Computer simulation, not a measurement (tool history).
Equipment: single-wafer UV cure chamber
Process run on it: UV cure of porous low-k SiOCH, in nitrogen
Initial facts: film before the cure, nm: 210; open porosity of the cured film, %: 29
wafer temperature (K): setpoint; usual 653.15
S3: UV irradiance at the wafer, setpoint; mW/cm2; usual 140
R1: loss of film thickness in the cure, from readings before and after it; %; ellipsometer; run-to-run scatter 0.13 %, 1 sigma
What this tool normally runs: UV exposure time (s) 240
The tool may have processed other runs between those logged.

{"run": 1, "hour": 0.0, "wafer temperature (K)": 653.15, "UV exposure time (s)": 240, "S3": 140, "R1": 14.471}
{"run": 2, "hour": 7.0, "wafer temperature (K)": 653.15, "UV exposure time (s)": 240, "S3": 140, "R1": 14.402}
{"run": 3, "hour": 19.6, "wafer temperature (K)": 653.15, "UV exposure time (s)": 240, "S3": 140, "R1": 14.43}
{"run": 4, "hour": 28.2, "wafer temperature (K)": 653.15, "UV exposure time (s)": 240, "S3": 140, "R1": 14.274}
{"run": 5, "hour": 62.2, "wafer temperature (K)": 653.15, "UV exposure time (s)": 240, "S3": 140, "R1": 14.147}
{"run": 6, "hour": 77.3, "wafer temperature (K)": 653.15, "UV exposure time (s)": 240, "S3": 140, "R1": 13.801}
{"run": 7, "hour": 95.9, "wafer temperature (K)": 638.15, "UV exposure time (s)": 290, "S3": 140, "R1": 14.23}
{"hour": 111.4, "done": "quartz window cleaned"}
{"run": 8, "hour": 113.5, "wafer temperature (K)": 664.15, "UV exposure time (s)": 240, "S3": 140, "R1": 14.735}
{"run": 9, "hour": 123.7, "wafer temperature (K)": 653.15, "UV exposure time (s)": 240, "S3": 140, "R1": 14.429}
{"run": 10, "hour": 137.8, "wafer temperature (K)": 653.15, "UV exposure time (s)": 240, "S3": 140, "R1": 14.275}
{"run": 11, "hour": 146.9, "wafer temperature (K)": 653.15, "UV exposure time (s)": 240, "S3": 140, "R1": 14.096}
{"run": 12, "hour": 154.5, "wafer temperature (K)": 653.15, "UV exposure time (s)": 240, "S3": 140, "R1": 14.273}
{"hour": 180.0, "done": "UV bulbs replaced"}
{"run": 13, "hour": 203.7, "wafer temperature (K)": 653.15, "UV exposure time (s)": 240, "S3": 140, "R1": 15.576}
{"run": 14, "hour": 240.9, "wafer temperature (K)": 653.15, "UV exposure time (s)": 240, "S3": 140, "R1": 15.397}
{"run": 15, "hour": 257.2, "wafer temperature (K)": 653.15, "UV exposure time (s)": 240, "S3": 140, "R1": 15.235}
{"run": 16, "hour": 268.9, "wafer temperature (K)": 670.15, "UV exposure time (s)": 345, "S3": 157, "R1": 17.979}
{"run": 17, "hour": 283.7, "wafer temperature (K)": 636.15, "UV exposure time (s)": 240, "S3": 152, "R1": 15.148}
{"run": 18, "hour": 298.8, "wafer temperature (K)": 653.15, "UV exposure time (s)": 240, "S3": 140, "R1": 14.894}
{"run": 19, "hour": 314.5, "wafer temperature (K)": 642.15, "UV exposure time (s)": 380, "S3": 165, "R1": 18.134}
{"run": 20, "hour": 321.9, "wafer temperature (K)": 653.15, "UV exposure time (s)": 160, "S3": 112, "R1": 11.624}
{"run": 21, "hour": 335.7, "wafer temperature (K)": 653.15, "UV exposure time (s)": 240, "S3": 140, "R1": 14.982}
{"hour": 348.2, "done": "quartz window cleaned"}
{"run": 22, "hour": 348.7, "wafer temperature (K)": 653.15, "UV exposure time (s)": 240, "S3": 140, "R1": 16.337}
{"run": 23, "hour": 360.3, "wafer temperature (K)": 668.15, "UV exposure time (s)": 165, "S3": 140, "R1": 14.136}
{"run": 24, "hour": 375.4, "wafer temperature (K)": 653.15, "UV exposure time (s)": 240, "S3": 140, "R1": 15.702}
{"run": 25, "hour": 383.2, "wafer temperature (K)": 638.15, "UV exposure time (s)": 290, "S3": 140, "R1": 16.74}
{"run": 26, "hour": 398.9, "wafer temperature (K)": 669.15, "UV exposure time (s)": 125, "S3": 179, "R1": 13.897}
{"run": 27, "hour": 407.1, "wafer temperature (K)": 672.15, "UV exposure time (s)": 240, "S3": 109, "R1": 14.704}
{"run": 28, "hour": 419.8, "wafer temperature (K)": 653.15, "UV exposure time (s)": 240, "S3": 140, "R1": 15.676}
{"run": 29, "hour": 429.9, "wafer temperature (K)": 641.15, "UV exposure time (s)": 320, "S3": 164, "R1": 17.859}
{"run": 30, "hour": 437.5, "wafer temperature (K)": 653.15, "UV exposure time (s)": 240, "S3": 102, "R1": 13.887}

Some steps in R1 between neighbouring runs. How much of each would the tool show without its hidden state too (settings, what came in, random variation), and how much is left for the hidden state, with any gauge scatter that isn't in both results?
Hidden conditions of the tool in this case: lamp output below its setpoint, %; transmission lost against a clean window, %.
Run 7 -> 8: wafer temperature (K) 638.15 -> 664.15, UV exposure time (s) 290 -> 240, quartz window cleaned. R1 +0.505 %: hidden state +0.845, all else -0.340.
Run 12 -> 13: UV bulbs replaced. R1 +1.303 %: hidden state +1.249, all else +0.054.
Run 19 -> 20: wafer temperature (K) 642.15 -> 653.15, UV exposure time (s) 380 -> 160, S3 165 -> 112. R1 -6.510 %: hidden state +0.086, all else -6.596.
Run 20 -> 21: UV exposure time (s) 160 -> 240, S3 112 -> 140. R1 +3.358 %: hidden state -0.203, all else +3.561.
Run 21 -> 22: quartz window cleaned. R1 +1.355 %: hidden state +1.290, all else +0.065.
Run 29 -> 30: wafer temperature (K) 641.15 -> 653.15, UV exposure time (s) 320 -> 240, S3 164 -> 102. R1 -3.972 %: hidden state +0.001, all else -3.973.
